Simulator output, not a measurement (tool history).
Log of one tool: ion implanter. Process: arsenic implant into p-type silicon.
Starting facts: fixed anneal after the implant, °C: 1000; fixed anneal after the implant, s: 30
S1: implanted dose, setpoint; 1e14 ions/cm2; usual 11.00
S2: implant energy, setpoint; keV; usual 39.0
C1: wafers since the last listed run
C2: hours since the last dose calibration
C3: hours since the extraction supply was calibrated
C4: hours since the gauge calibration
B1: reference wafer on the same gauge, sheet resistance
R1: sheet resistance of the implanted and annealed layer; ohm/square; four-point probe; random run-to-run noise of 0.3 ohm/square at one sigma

{"run": 1, "hour": 0.0, "S1": 12.0, "S2": 35.0, "C1": 0, "C2": 1715.6, "C3": 3873.9, "C4": 636.7, "B1": 97.98, "R1": 109.05}
{"run": 2, "hour": 18.2, "S1": 11.0, "S2": 39.0, "C1": 330, "C2": 1733.8, "C3": 3892.1, "C4": 654.9, "B1": 98.03, "R1": 111.55}
{"run": 3, "hour": 32.4, "S1": 11.0, "S2": 39.0, "C1": 258, "C2": 1748.0, "C3": 3906.3, "C4": 669.1, "B1": 97.94, "R1": 111.3}
{"run": 4, "hour": 49.0, "S1": 13.14, "S2": 39.0, "C1": 301, "C2": 1764.6, "C3": 3922.9, "C4": 685.7, "B1": 97.97, "R1": 101.2}
{"run": 5, "hour": 84.7, "S1": 13.14, "S2": 39.0, "C1": 648, "C2": 1800.3, "C3": 3958.6, "C4": 721.4, "B1": 98.06, "R1": 100.66}
{"run": 6, "hour": 99.5, "S1": 11.0, "S2": 33.5, "C1": 268, "C2": 1815.1, "C3": 3973.4, "C4": 736.2, "B1": 98.04, "R1": 115.3}
{"run": 7, "hour": 119.9, "S1": 11.0, "S2": 39.0, "C1": 370, "C2": 1835.5, "C3": 3993.8, "C4": 756.6, "B1": 97.94, "R1": 111.29}
{"run": 8, "hour": 136.0, "S1": 11.0, "S2": 39.0, "C1": 292, "C2": 1851.6, "C3": 4009.9, "C4": 772.7, "B1": 98.04, "R1": 111.33}
{"run": 9, "hour": 165.1, "S1": 11.0, "S2": 42.5, "C1": 528, "C2": 1880.7, "C3": 4039.0, "C4": 801.8, "B1": 98.03, "R1": 108.95}
{"run": 10, "hour": 194.6, "S1": 11.0, "S2": 39.0, "C1": 536, "C2": 1910.2, "C3": 4068.5, "C4": 831.3, "B1": 97.94, "R1": 110.72}
{"run": 11, "hour": 218.6, "S1": 11.0, "S2": 39.0, "C1": 436, "C2": 1934.2, "C3": 4092.5, "C4": 855.3, "B1": 98.0, "R1": 111.26}
{"run": 12, "hour": 233.6, "S1": 11.0, "S2": 36.0, "C1": 272, "C2": 1949.2, "C3": 4107.5, "C4": 870.3, "B1": 98.06, "R1": 113.23}
{"run": 13, "hour": 261.6, "S1": 11.0, "S2": 36.0, "C1": 508, "C2": 1977.2, "C3": 4135.5, "C4": 898.3, "B1": 98.04, "R1": 112.88}
{"run": 14, "hour": 279.2, "S1": 11.0, "S2": 34.0, "C1": 319, "C2": 1994.8, "C3": 4153.1, "C4": 915.9, "B1": 98.0, "R1": 114.02}
{"run": 15, "hour": 297.7, "S1": 11.0, "S2": 39.0, "C1": 336, "C2": 2013.3, "C3": 4171.6, "C4": 934.4, "B1": 97.97, "R1": 110.93}
{"run": 16, "hour": 318.2, "S1": 11.0, "S2": 39.0, "C1": 372, "C2": 2033.8, "C3": 4192.1, "C4": 954.9, "B1": 97.98, "R1": 110.77}
{"run": 17, "hour": 341.7, "S1": 11.0, "S2": 39.0, "C1": 427, "C2": 2057.3, "C3": 4215.6, "C4": 978.4, "B1": 98.0, "R1": 111.0}
{"run": 18, "hour": 358.2, "S1": 12.34, "S2": 35.5, "C1": 299, "C2": 2073.8, "C3": 4232.1, "C4": 994.9, "B1": 98.03, "R1": 105.93}
{"hour": 376.1, "done": "extraction supply calibrated"}
{"run": 19, "hour": 382.2, "S1": 13.25, "S2": 32.0, "C1": 290, "C2": 2097.8, "C3": 6.1, "C4": 1018.9, "B1": 98.01, "R1": 105.37}
{"hour": 408.6, "done": "Faraday cup replaced and dose calibrated"}
{"hour": 435.6, "done": "gauge calibrated"}
{"run": 20, "hour": 463.7, "S1": 9.65, "S2": 39.0, "C1": 1335, "C2": 55.1, "C3": 87.6, "C4": 28.1, "B1": 98.0, "R1": 123.57}
{"run": 21, "hour": 482.6, "S1": 13.0, "S2": 39.0, "C1": 343, "C2": 74.0, "C3": 106.5, "C4": 47.0, "B1": 98.01, "R1": 103.28}
{"run": 22, "hour": 511.0, "S1": 13.0, "S2": 39.0, "C1": 516, "C2": 102.4, "C3": 134.9, "C4": 75.4, "B1": 98.01, "R1": 103.06}
{"run": 23, "hour": 543.0, "S1": 11.0, "S2": 39.0, "C1": 581, "C2": 134.4, "C3": 166.9, "C4": 107.4, "B1": 97.99, "R1": 113.98}
{"run": 24, "hour": 647.0, "S1": 9.98, "S2": 30.5, "C1": 1889, "C2": 238.4, "C3": 270.9, "C4": 211.4, "B1": 97.97, "R1": 126.86}
{"run": 25, "hour": 717.3, "S1": 11.0, "S2": 39.0, "C1": 1277, "C2": 308.7, "C3": 341.2, "C4": 281.7, "B1": 98.0, "R1": 113.37}
{"run": 26, "hour": 751.5, "S1": 12.54, "S2": 39.0, "C1": 621, "C2": 342.9, "C3": 375.4, "C4": 315.9, "B1": 97.98, "R1": 105.01}
{"run": 27, "hour": 772.4, "S1": 11.0, "S2": 39.0, "C1": 379, "C2": 363.8, "C3": 396.3, "C4": 336.8, "B1": 98.02, "R1": 113.61}
{"run": 28, "hour": 803.9, "S1": 8.98, "S2": 45.5, "C1": 572, "C2": 395.3, "C3": 427.8, "C4": 368.3, "B1": 98.01, "R1": 126.44}
{"run": 29, "hour": 837.3, "S1": 11.0, "S2": 39.0, "C1": 606, "C2": 428.7, "C3": 461.2, "C4": 401.7, "B1": 98.02, "R1": 113.1}
{"run": 30, "hour": 870.2, "S1": 8.27, "S2": 34.0, "C1": 597, "C2": 461.6, "C3": 494.1, "C4": 434.6, "B1": 97.98, "R1": 141.23}
{"run": 31, "hour": 901.2, "S1": 11.0, "S2": 39.0, "C1": 563, "C2": 492.6, "C3": 525.1, "C4": 465.6, "B1": 98.02, "R1": 113.92}
{"run": 32, "hour": 915.0, "S1": 11.0, "S2": 31.0, "C1": 250, "C2": 506.4, "C3": 538.9, "C4": 479.4, "B1": 98.02, "R1": 119.24}
{"run": 33, "hour": 931.2, "S1": 7.98, "S2": 30.0, "C1": 294, "C2": 522.6, "C3": 555.1, "C4": 495.6, "B1": 98.07, "R1": 147.8}
{"run": 34, "hour": 956.8, "S1": 10.08, "S2": 39.0, "C1": 465, "C2": 548.2, "C3": 580.7, "C4": 521.2, "B1": 97.98, "R1": 119.65}

Measured minus without-hidden-state, run by run (identical run-to-run variation in each term; gauge scatter may differ):
Hidden state present: deviation of the true dose from the Faraday cup's reading, %; deviation of the true energy from its setpoint, %; gauge reads high (%).
run=1 R1=-1.68
run=2 R1=-1.99
run=3 R1=-2.02
run=4 R1=-1.58
run=5 R1=-1.64
run=6 R1=-2.16
run=7 R1=-2.25
run=8 R1=-2.29
run=9 R1=-2.37
run=10 R1=-2.43
run=11 R1=-2.50
run=12 R1=-2.52
run=13 R1=-2.59
run=14 R1=-2.62
run=15 R1=-2.71
run=16 R1=-2.77
run=17 R1=-2.83
run=18 R1=-2.37
run=19 R1=-2.11
run=20 R1=-0.09
run=21 R1=-0.05
run=22 R1=-0.06
run=23 R1=-0.08
run=24 R1=-0.12
run=25 R1=-0.14
run=26 R1=-0.13
run=27 R1=-0.17
run=28 R1=-0.25
run=29 R1=-0.20
run=30 R1=-0.32
run=31 R1=-0.26
run=32 R1=-0.26
run=33 R1=-0.40
run=34 R1=-0.33
